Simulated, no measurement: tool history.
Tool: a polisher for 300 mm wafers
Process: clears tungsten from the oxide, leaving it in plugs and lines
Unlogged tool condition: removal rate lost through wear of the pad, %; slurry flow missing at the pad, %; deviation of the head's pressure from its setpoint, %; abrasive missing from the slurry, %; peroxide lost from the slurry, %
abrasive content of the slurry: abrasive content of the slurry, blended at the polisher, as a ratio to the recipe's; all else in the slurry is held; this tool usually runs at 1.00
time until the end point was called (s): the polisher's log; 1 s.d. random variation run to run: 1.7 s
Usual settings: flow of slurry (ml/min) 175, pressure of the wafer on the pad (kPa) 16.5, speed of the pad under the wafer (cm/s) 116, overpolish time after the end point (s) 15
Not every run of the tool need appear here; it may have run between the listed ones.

run	hour	flow of slurry (ml/min)	pressure of the wafer on the pad (kPa)	speed of the pad under the wafer (cm/s)	abrasive content of the slurry	overpolish time after the end point (s)	wafers since the last listed run	wafers polished on this pad	hours since the slurry nozzle was cleaned	hours since the head pressure was calibrated	hours since the slurry blender was calibrated	hours since the slurry got fresh peroxide	incoming thickness of the incoming film, nm	time until the end point was called (s)
1	0.0	175	16.5	116	1.00	15	0	1095	2.6	464.7	197.7	23.7	433.9	107.3
# hour 3.5: worn pad replaced by a new one
2	16.5	175	16.5	116	0.90	15	115	115	19.1	481.2	214.2	40.2	428.5	106.7
3	78.5	175	16.5	116	0.90	15	549	664	81.1	543.2	276.2	102.2	429.3	110.6
4	94.3	175	16.5	116	0.90	15	140	804	96.9	559.0	292.0	118.0	433.0	109.6
# hour 105.4: slurry tank refilled with fresh slurry and peroxide
5	107.8	175	16.5	116	1.00	15	110	915	110.4	572.5	305.5	2.4	429.2	106.8
# hour 129.4: worn pad replaced by a new one
6	129.9	175	16.5	116	1.00	15	160	4	132.5	594.6	327.6	24.5	427.9	106.9
7	157.8	175	16.5	100	1.00	15	247	251	160.4	622.5	355.5	52.4	431.7	125.0
8	170.4	175	16.5	116	1.00	15	111	363	173.0	635.1	368.1	65.0	429.2	109.2
9	195.7	175	16.5	116	1.00	15	224	587	198.3	660.4	393.4	90.3	432.8	107.5
10	208.8	175	16.5	116	1.00	15	116	703	211.4	673.5	406.5	103.4	430.8	105.4
# hour 211.3: slurry tank refilled with fresh slurry and peroxide
11	226.7	175	16.5	116	1.00	15	149	853	229.3	691.4	424.4	15.4	427.3	107.2
# hour 255.8: head pressure recalibrated
# hour 262.1: worn pad replaced by a new one
12	262.6	175	16.5	96	1.00	15	265	4	265.2	6.8	460.3	51.3	430.3	127.7
13	289.1	175	16.5	116	1.00	15	234	239	291.7	33.3	486.8	77.8	428.7	105.1
# hour 293.1: slurry blender recalibrated
14	305.2	175	16.5	116	1.00	15	125	364	307.8	49.4	12.1	93.9	430.2	109.6
# hour 337.5: slurry tank refilled with fresh slurry and peroxide
15	339.8	200	16.5	116	1.00	10	297	662	342.4	84.0	46.7	2.3	423.6	104.8
16	356.9	230	20.7	116	1.00	15	151	814	359.5	101.1	63.8	19.4	428.7	85.3
# hour 373.1: worn pad replaced by a new one
17	454.7	175	16.5	116	0.85	19	831	723	457.3	198.9	161.6	117.2	429.8	112.3
# hour 456.6: slurry tank refilled with fresh slurry and peroxide
18	473.4	175	16.5	116	1.00	15	156	880	476.0	217.6	180.3	16.8	432.0	108.8
# hour 480.8: slurry nozzle cleaned
# hour 490.0: worn pad replaced by a new one
19	499.7	175	16.5	146	1.00	23	188	85	18.9	243.9	206.6	43.1	430.6	87.4
20	519.3	175	16.5	116	1.00	15	173	259	38.5	263.5	226.2	62.7	431.3	110.2
21	531.4	175	18.6	80	1.10	17	107	366	50.6	275.6	238.3	74.8	436.7	137.0
22	543.6	125	16.5	116	1.00	15	108	474	62.8	287.8	250.5	87.0	435.3	120.1
23	569.7	175	16.5	102	1.00	15	231	706	88.9	313.9	276.6	113.1	426.8	120.6
# hour 586.2: slurry tank refilled with fresh slurry and peroxide
24	588.5	175	16.5	116	1.00	15	157	864	107.7	332.7	295.4	2.3	423.1	105.4
# hour 609.3: worn pad replaced by a new one
25	609.8	175	13.1	104	1.00	15	153	4	129.0	354.0	316.7	23.6	436.9	155.9

Each row is a separate what-if for the run after 25, all from the same tool condition, not one after another. Results?
A	610.3	175	16.5	116	1.15	15	4	8	129.5	354.5	317.2	24.1	429.0	?
B	610.3	175	20.0	116	0.85	15	4	8	129.5	354.5	317.2	24.1	429.0	?
C	610.3	175	16.5	94	1.00	15	4	8	129.5	354.5	317.2	24.1	429.0	?
D	610.3	200	16.5	146	1.00	15	4	8	129.5	354.5	317.2	24.1	429.0	?

run	time until the end point was called (s)
A	105.8
B	91.5
C	132.7
D	84.6
With no hidden state in the tool, these same runs would have given:
run	time until the end point was called (s)
A	105.8
B	91.5
C	132.7
D	84.6
